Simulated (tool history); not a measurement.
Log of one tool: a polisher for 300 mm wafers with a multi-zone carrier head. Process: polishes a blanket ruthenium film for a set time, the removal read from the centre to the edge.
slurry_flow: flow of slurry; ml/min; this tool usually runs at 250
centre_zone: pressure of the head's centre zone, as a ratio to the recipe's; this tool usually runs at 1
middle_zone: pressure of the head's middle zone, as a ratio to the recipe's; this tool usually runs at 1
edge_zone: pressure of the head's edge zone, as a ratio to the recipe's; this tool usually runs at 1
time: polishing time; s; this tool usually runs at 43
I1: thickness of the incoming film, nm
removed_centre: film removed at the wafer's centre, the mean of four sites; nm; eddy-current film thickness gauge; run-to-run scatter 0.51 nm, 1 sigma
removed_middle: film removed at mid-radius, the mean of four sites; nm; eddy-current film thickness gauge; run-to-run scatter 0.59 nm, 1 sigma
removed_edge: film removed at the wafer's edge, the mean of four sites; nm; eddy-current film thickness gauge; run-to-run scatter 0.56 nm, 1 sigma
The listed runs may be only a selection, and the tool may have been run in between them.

run 1 day=0 | slurry_flow=250 centre_zone=1 middle_zone=1 edge_zone=1 time=43 | I1=452.4 | removed_centre=45.2 removed_middle=47.8 removed_edge=45.5
run 2 day=1.8 | slurry_flow=250 centre_zone=1 middle_zone=1 edge_zone=1 time=43 | I1=450.8 | removed_centre=46.2 removed_middle=46.7 removed_edge=45.9
-- day=3.471 edge zone pressure recalibrated
run 3 day=4.112 | slurry_flow=250 centre_zone=1 middle_zone=1 edge_zone=1 time=43 | I1=446 | removed_centre=45.5 removed_middle=47.5 removed_edge=46.2
-- day=4.917 worn pad replaced by a new one
run 4 day=5.883 | slurry_flow=250 centre_zone=1 middle_zone=1 edge_zone=1 time=43 | I1=455.4 | removed_centre=45.9 removed_middle=47.4 removed_edge=46.1
run 5 day=6.933 | slurry_flow=250 centre_zone=1 middle_zone=1 edge_zone=1 time=43 | I1=456.8 | removed_centre=46.7 removed_middle=47.6 removed_edge=44.7
-- day=12.229 worn pad replaced by a new one
-- day=14.933 centre zone pressure recalibrated
run 6 day=15.071 | slurry_flow=250 centre_zone=0.93 middle_zone=1 edge_zone=1 time=53 | I1=446.6 | removed_centre=52.4 removed_middle=57.6 removed_edge=56.6
run 7 day=16.35 | slurry_flow=250 centre_zone=1 middle_zone=1 edge_zone=1 time=43 | I1=459.4 | removed_centre=45.6 removed_middle=47.2 removed_edge=45.4
run 8 day=18.25 | slurry_flow=250 centre_zone=1 middle_zone=1 edge_zone=1 time=43 | I1=452 | removed_centre=47 removed_middle=47.7 removed_edge=45.7
-- day=19.288 edge zone pressure recalibrated
-- day=19.533 worn pad replaced by a new one
-- day=22.812 carrier head's membrane replaced by a new one
run 9 day=23.108 | slurry_flow=220 centre_zone=1 middle_zone=0.9 edge_zone=1.08 time=43 | I1=451.6 | removed_centre=45.2 removed_middle=42.6 removed_edge=47.1
run 10 day=24.942 | slurry_flow=250 centre_zone=1 middle_zone=1.11 edge_zone=1 time=43 | I1=446 | removed_centre=45.1 removed_middle=50.9 removed_edge=46.1
-- day=25.558 slurry nozzle cleaned
run 11 day=26.342 | slurry_flow=250 centre_zone=1 middle_zone=1 edge_zone=1 time=43 | I1=446.3 | removed_centre=45.4 removed_middle=47.2 removed_edge=45.9
-- day=26.667 worn pad replaced by a new one
run 12 day=27.892 | slurry_flow=250 centre_zone=1 middle_zone=1 edge_zone=0.88 time=47 | I1=455.2 | removed_centre=50.5 removed_middle=51.3 removed_edge=47.8
run 13 day=29.283 | slurry_flow=250 centre_zone=0.89 middle_zone=1 edge_zone=1 time=30 | I1=449.2 | removed_centre=29.4 removed_middle=33.4 removed_edge=32.2
run 14 day=31.488 | slurry_flow=250 centre_zone=1 middle_zone=1 edge_zone=1 time=53 | I1=448.8 | removed_centre=56.9 removed_middle=58.7 removed_edge=55
run 15 day=32.708 | slurry_flow=250 centre_zone=1 middle_zone=1 edge_zone=0.88 time=47 | I1=445.4 | removed_centre=50.2 removed_middle=51.5 removed_edge=48.3
-- day=34.058 worn pad replaced by a new one
run 16 day=35.588 | slurry_flow=250 centre_zone=1 middle_zone=1 edge_zone=1 time=43 | I1=449.4 | removed_centre=46.1 removed_middle=48.5 removed_edge=46.4
run 17 day=37.267 | slurry_flow=290 centre_zone=1 middle_zone=0.96 edge_zone=1 time=56 | I1=451.4 | removed_centre=59.6 removed_middle=60.2 removed_edge=60.6

Alternative continuations, all from the tool just after run 17; predict every row:
run A day=37.283 | slurry_flow=250 centre_zone=1 middle_zone=1 edge_zone=1 time=54 | I1=450.4 | removed_centre=? removed_middle=? removed_edge=?
run B day=37.283 | slurry_flow=250 centre_zone=1.07 middle_zone=1 edge_zone=1 time=31 | I1=450.4 | removed_centre=? removed_middle=? removed_edge=?
run C day=37.283 | slurry_flow=250 centre_zone=1 middle_zone=1.03 edge_zone=1 time=43 | I1=450.4 | removed_centre=? removed_middle=? removed_edge=?
run D day=37.283 | slurry_flow=185 centre_zone=0.93 middle_zone=1 edge_zone=1.08 time=43 | I1=450.4 | removed_centre=? removed_middle=? removed_edge=?
run E day=37.283 | slurry_flow=210 centre_zone=1 middle_zone=1 edge_zone=1 time=43 | I1=450.4 | removed_centre=? removed_middle=? removed_edge=?

run=A removed_centre=58 removed_middle=58.2 removed_edge=56.8
run=B removed_centre=35.3 removed_middle=33.4 removed_edge=32.6
run=C removed_centre=46.2 removed_middle=47.5 removed_edge=45.2
run=D removed_centre=41.8 removed_middle=44.7 removed_edge=45.4
run=E removed_centre=45.2 removed_middle=45.4 removed_edge=44.5
With no hidden state in the tool, these same runs would have given:
run=A removed_centre=58 removed_middle=58.2 removed_edge=56.8
run=B removed_centre=35.3 removed_middle=33.4 removed_edge=32.6
run=C removed_centre=46.2 removed_middle=47.5 removed_edge=45.2
run=D removed_centre=41.8 removed_middle=44.7 removed_edge=45.4
run=E removed_centre=45.2 removed_middle=45.4 removed_edge=44.5
